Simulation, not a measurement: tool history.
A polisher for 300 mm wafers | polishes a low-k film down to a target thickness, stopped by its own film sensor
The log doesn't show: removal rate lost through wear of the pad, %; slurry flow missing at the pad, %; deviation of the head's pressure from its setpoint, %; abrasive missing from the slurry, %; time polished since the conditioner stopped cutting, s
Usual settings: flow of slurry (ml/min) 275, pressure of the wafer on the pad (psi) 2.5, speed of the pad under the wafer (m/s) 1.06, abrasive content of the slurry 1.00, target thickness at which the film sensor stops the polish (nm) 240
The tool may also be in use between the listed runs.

run,hour,flow of slurry (ml/min),pressure of the wafer on the pad (psi),speed of the pad under the wafer (m/s),abrasive content of the slurry,target thickness at which the film sensor stops the polish (nm),wafers since the last listed run,wafers polished on this pad,hours since the slurry nozzle was cleaned,hours since the head pressure was calibrated,hours since the slurry blender was calibrated,hours since the conditioning disc was replaced,"incoming thickness of the incoming film, nm",time until the film sensor stopped the polish (s)
1,0.0,275,2.5,1.06,1.00,240,0,928,246.4,1509.4,278.8,520.6,277.1,69.9
2,15.1,275,2.5,1.06,1.00,240,92,1020,261.5,1524.5,293.9,535.7,281.0,75.9
3,28.3,275,2.5,1.06,1.00,240,80,1101,274.7,1537.7,307.1,548.9,276.0,68.6
4,35.0,275,2.5,1.06,1.00,240,40,1142,281.4,1544.4,313.8,555.6,276.8,68.8
5,47.0,275,2.5,1.06,1.00,240,73,1215,293.4,1556.4,325.8,567.6,281.7,77.2
6,55.1,275,2.5,1.06,1.00,240,49,1264,301.5,1564.5,333.9,575.7,278.0,72.1
# hour 65.0: worn pad replaced by a new one
7,71.9,275,2.5,1.06,1.00,240,78,41,318.3,1581.3,350.7,592.5,276.3,68.3
# hour 74.6: conditioning disc replaced and pad reconditioned
# hour 103.4: slurry blender recalibrated
8,119.3,275,2.5,1.06,1.00,240,264,306,365.7,1628.7,15.9,44.7,280.0,75.2
9,125.6,275,2.5,1.06,1.00,240,38,345,372.0,1635.0,22.2,51.0,280.8,75.4
10,133.6,275,2.2,1.06,0.80,232,48,393,380.0,1643.0,30.2,59.0,277.9,109.0
# hour 142.5: head pressure recalibrated
11,150.1,305,2.5,1.06,1.00,231,88,482,396.5,7.6,46.7,75.5,280.0,90.0
# hour 152.0: slurry nozzle cleaned
12,161.0,275,2.5,1.06,1.00,251,60,542,9.0,18.5,57.6,86.4,276.5,49.5
13,167.1,300,2.5,1.06,1.00,240,37,579,15.1,24.6,63.7,92.5,279.6,75.3
14,184.6,275,3.1,1.06,1.15,240,106,686,32.6,42.1,81.2,110.0,281.5,61.0
15,193.9,330,2.0,0.86,1.00,240,56,743,41.9,51.4,90.5,119.3,283.0,113.2
16,203.5,275,3.0,1.06,1.00,252,58,801,51.5,61.0,100.1,128.9,278.4,43.4
17,215.1,275,2.5,1.06,1.00,240,70,872,63.1,72.6,111.7,140.5,278.6,74.7
18,232.6,365,2.2,1.06,0.85,251,106,979,80.6,90.1,129.2,158.0,284.6,76.9
# hour 238.4: slurry nozzle cleaned, repeated, since the last time left the tool worse
19,239.5,275,2.5,1.06,1.00,240,35,1015,1.1,97.0,136.1,164.9,278.9,72.2
20,246.0,275,2.5,1.06,0.80,240,39,1054,7.6,103.5,142.6,171.4,277.4,76.0
21,262.5,275,3.1,1.20,0.80,240,100,1155,24.1,120.0,159.1,187.9,279.5,60.7
22,273.0,315,2.5,1.06,1.00,240,64,1219,34.6,130.5,169.6,198.4,283.5,79.2
23,288.8,195,2.5,1.06,1.00,240,96,1316,50.4,146.3,185.4,214.2,275.8,68.7
24,297.7,275,2.5,1.06,1.00,240,54,1370,59.3,155.2,194.3,223.1,284.3,81.5
# hour 305.7: worn pad replaced by a new one
25,306.2,275,1.6,1.06,1.00,253,27,3,67.8,163.7,202.8,231.6,278.9,73.9

5 ways to go on from here, each from the tool as it stands after run 25. What would each give?
A,306.6,275,2.5,1.06,1.00,240,2,5,68.2,164.1,203.2,232.0,277.6,?
B,306.6,275,2.1,1.40,1.00,247,2,5,68.2,164.1,203.2,232.0,277.6,?
C,306.6,300,2.5,1.24,1.00,248,2,5,68.2,164.1,203.2,232.0,277.6,?
D,306.6,220,1.7,1.06,1.00,240,2,5,68.2,164.1,203.2,232.0,277.6,?
E,306.6,365,2.5,1.06,1.00,235,2,5,68.2,164.1,203.2,232.0,277.6,?

run,time until the film sensor stopped the polish (s)
A,68.5
B,55.8
C,48.6
D,102.8
E,75.9
Without the tool's hidden state the same runs would have given:
run,time until the film sensor stopped the polish (s)
A,67.8
B,55.2
C,48.1
D,101.5
E,75.2

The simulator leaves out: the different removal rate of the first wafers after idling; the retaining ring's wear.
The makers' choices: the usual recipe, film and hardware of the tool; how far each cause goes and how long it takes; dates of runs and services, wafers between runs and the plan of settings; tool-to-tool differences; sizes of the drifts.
